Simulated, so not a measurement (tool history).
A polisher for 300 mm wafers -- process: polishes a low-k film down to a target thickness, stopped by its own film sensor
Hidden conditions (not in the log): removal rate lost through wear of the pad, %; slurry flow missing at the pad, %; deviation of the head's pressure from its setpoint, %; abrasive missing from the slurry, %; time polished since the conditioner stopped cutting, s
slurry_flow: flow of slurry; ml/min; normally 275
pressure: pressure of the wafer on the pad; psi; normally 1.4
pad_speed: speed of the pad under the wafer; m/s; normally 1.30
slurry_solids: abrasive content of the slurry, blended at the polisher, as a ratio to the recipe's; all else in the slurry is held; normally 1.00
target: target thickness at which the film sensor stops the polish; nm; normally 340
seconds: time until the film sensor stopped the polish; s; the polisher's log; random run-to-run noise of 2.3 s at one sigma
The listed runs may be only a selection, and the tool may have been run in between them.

| run | hour | slurry_flow | pressure | pad_speed | slurry_solids | target | wafers since the last listed run | wafers polished on this pad | hours since the slurry nozzle was cleaned | hours since the head pressure was calibrated | hours since the slurry blender was calibrated | hours since the conditioning disc was replaced | incoming thickness of the incoming film, nm | seconds |
|---|---|---|---|---|---|---|---|---|---|---|---|---|---|---|
| 1 | 0.0 | 275 | 1.4 | 1.30 | 1.00 | 340 | 0 | 800 | 227.5 | 80.5 | 173.8 | 52.0 | 374.9 | 134.8 |
|  | 95.9 | worn pad replaced by a new one |
|  | 103.8 | slurry nozzle cleaned |
|  | 194.7 | conditioning disc replaced and pad reconditioned |
| 2 | 197.3 | 275 | 1.4 | 1.30 | 1.00 | 340 | 1296 | 670 | 93.5 | 277.8 | 371.1 | 2.6 | 380.6 | 159.7 |
|  | 268.5 | slurry blender recalibrated |
| 3 | 269.0 | 275 | 1.4 | 1.30 | 1.00 | 340 | 474 | 1145 | 165.2 | 349.5 | 0.5 | 74.3 | 383.1 | 159.1 |
|  | 331.5 | worn pad replaced by a new one |
| 4 | 339.5 | 275 | 1.1 | 1.30 | 1.00 | 340 | 453 | 54 | 235.7 | 420.0 | 71.0 | 144.8 | 386.0 | 216.9 |
| 5 | 377.3 | 275 | 1.1 | 1.30 | 1.00 | 340 | 257 | 312 | 273.5 | 457.8 | 108.8 | 182.6 | 377.5 | 178.4 |
| 6 | 444.9 | 315 | 1.4 | 1.30 | 1.00 | 340 | 460 | 772 | 341.1 | 525.4 | 176.4 | 250.2 | 378.2 | 146.8 |
|  | 455.1 | slurry nozzle cleaned |
|  | 465.8 | conditioning disc replaced and pad reconditioned |
| 7 | 470.2 | 315 | 1.4 | 1.30 | 1.00 | 340 | 151 | 924 | 15.1 | 550.7 | 201.7 | 4.4 | 380.9 | 157.3 |
| 8 | 542.0 | 275 | 1.4 | 1.30 | 0.85 | 333 | 489 | 1413 | 86.9 | 622.5 | 273.5 | 76.2 | 385.6 | 225.0 |
|  | 556.5 | head pressure recalibrated |
|  | 580.8 | worn pad replaced by a new one |
| 9 | 613.0 | 275 | 1.4 | 1.30 | 0.85 | 333 | 442 | 219 | 157.9 | 56.5 | 344.5 | 147.2 | 384.6 | 209.3 |
| 10 | 676.7 | 275 | 1.5 | 1.30 | 1.00 | 340 | 434 | 653 | 221.6 | 120.2 | 408.2 | 210.9 | 376.9 | 137.5 |
|  | 697.2 | conditioning disc replaced and pad reconditioned |
| 11 | 705.2 | 275 | 1.4 | 1.30 | 1.00 | 340 | 180 | 834 | 250.1 | 148.7 | 436.7 | 8.0 | 381.0 | 169.0 |
|  | 763.6 | slurry blender recalibrated |
| 12 | 767.5 | 275 | 1.4 | 1.30 | 1.00 | 345 | 410 | 1245 | 312.4 | 211.0 | 3.9 | 70.3 | 381.6 | 139.8 |
|  | 800.0 | slurry nozzle cleaned |
| 13 | 822.6 | 185 | 1.4 | 1.30 | 1.25 | 340 | 368 | 1613 | 22.6 | 266.1 | 59.0 | 125.4 | 381.7 | 172.4 |
|  | 827.2 | worn pad replaced by a new one |
| 14 | 848.3 | 275 | 1.9 | 1.00 | 1.15 | 350 | 147 | 143 | 48.3 | 291.8 | 84.7 | 151.1 | 375.9 | 84.6 |
| 15 | 873.1 | 335 | 1.8 | 1.30 | 0.75 | 335 | 168 | 312 | 73.1 | 316.6 | 109.5 | 175.9 | 379.5 | 135.6 |
| 16 | 910.5 | 215 | 1.7 | 1.06 | 1.10 | 340 | 254 | 567 | 110.5 | 354.0 | 146.9 | 213.3 | 381.9 | 154.0 |
|  | 948.7 | conditioning disc replaced and pad reconditioned |
| 17 | 950.0 | 275 | 1.4 | 1.30 | 1.00 | 340 | 255 | 822 | 150.0 | 393.5 | 186.4 | 1.3 | 380.8 | 165.4 |
| 18 | 979.0 | 215 | 1.1 | 1.30 | 1.00 | 340 | 197 | 1020 | 179.0 | 422.5 | 215.4 | 30.3 | 374.2 | 177.8 |
| 19 | 1050.9 | 275 | 1.4 | 1.48 | 1.10 | 330 | 489 | 1510 | 250.9 | 494.4 | 287.3 | 102.2 | 385.1 | 209.0 |
|  | 1076.5 | worn pad replaced by a new one |
| 20 | 1077.0 | 275 | 1.4 | 0.90 | 1.00 | 351 | 150 | 3 | 277.0 | 520.5 | 313.4 | 128.3 | 374.3 | 122.5 |
| 21 | 1108.8 | 185 | 1.4 | 1.30 | 1.25 | 340 | 216 | 220 | 308.8 | 552.3 | 345.2 | 160.1 | 375.8 | 141.9 |
| 22 | 1155.9 | 250 | 1.4 | 1.30 | 1.00 | 348 | 320 | 541 | 355.9 | 599.4 | 392.3 | 207.2 | 378.3 | 122.2 |

Describe how what the log doesn't record of the tool's condition differs between the last listed run preceding each entry between runs and the first listed run following it.
In the gap between runs 1 and 2: worn pad replaced by a new one (hour 95.9); slurry nozzle cleaned (hour 103.8); conditioning disc replaced and pad reconditioned (hour 194.7)
  removal rate lost through wear of the pad, %: 3.2 -> 1.7; abrasive missing from the slurry, %: 27.5 -> 36.3
  measured minus no-state result, seconds: +13.3 -> +17.3 s
In the gap between runs 2 and 3: slurry blender recalibrated (hour 268.5)
  removal rate lost through wear of the pad, %: 1.7 -> 4.76; abrasive missing from the slurry, %: 36.3 -> 2.78
  measured minus no-state result, seconds: +17.3 -> +8.6 s
In the gap between runs 3 and 4: worn pad replaced by a new one (hour 331.5)
  removal rate lost through wear of the pad, %: 4.76 -> 0.0612; abrasive missing from the slurry, %: 2.78 -> 15.9
  measured minus no-state result, seconds: +8.6 -> +8.5 s
In the gap between runs 6 and 7: slurry nozzle cleaned (hour 455.1); conditioning disc replaced and pad reconditioned (hour 465.8)
  removal rate lost through wear of the pad, %: 2.05 -> 3.04; abrasive missing from the slurry, %: 27.3 -> 29.1
  measured minus no-state result, seconds: +12.8 -> +15.9 s
In the gap between runs 8 and 9: head pressure recalibrated (hour 556.5); worn pad replaced by a new one (hour 580.8)
  removal rate lost through wear of the pad, %: 6.94 -> 1.22; abrasive missing from the slurry, %: 32.8 -> 35.2
  measured minus no-state result, seconds: +33.8 -> +21.9 s
In the gap between runs 10 and 11: conditioning disc replaced and pad reconditioned (hour 697.2)
  removal rate lost through wear of the pad, %: 2.49 -> 3.47; abrasive missing from the slurry, %: 36.6 -> 37.1
  measured minus no-state result, seconds: +16.0 -> +21.4 s
In the gap between runs 11 and 12: slurry blender recalibrated (hour 763.6)
  removal rate lost through wear of the pad, %: 3.47 -> 6.48; abrasive missing from the slurry, %: 37.1 -> 7.25
  measured minus no-state result, seconds: +21.4 -> +11.3 s
In the gap between runs 12 and 13: slurry nozzle cleaned (hour 800.0)
  removal rate lost through wear of the pad, %: 6.48 -> 10.2; abrasive missing from the slurry, %: 7.25 -> 17.7
  measured minus no-state result, seconds: +11.3 -> +23.8 s
In the gap between runs 13 and 14: worn pad replaced by a new one (hour 827.2)
  removal rate lost through wear of the pad, %: 10.2 -> 0.475; abrasive missing from the slurry, %: 17.7 -> 21.5
  measured minus no-state result, seconds: +23.8 -> +4.7 s
In the gap between runs 16 and 17: conditioning disc replaced and pad reconditioned (hour 948.7)
  removal rate lost through wear of the pad, %: 1.48 -> 2.75; abrasive missing from the slurry, %: 28.5 -> 31.7
  measured minus no-state result, seconds: +12.8 -> +17.5 s
In the gap between runs 19 and 20: worn pad replaced by a new one (hour 1076.5)
  removal rate lost through wear of the pad, %: 8.19 -> 0.535; abrasive missing from the slurry, %: 37.1 -> 38
  measured minus no-state result, seconds: +35.0 -> +12.6 s
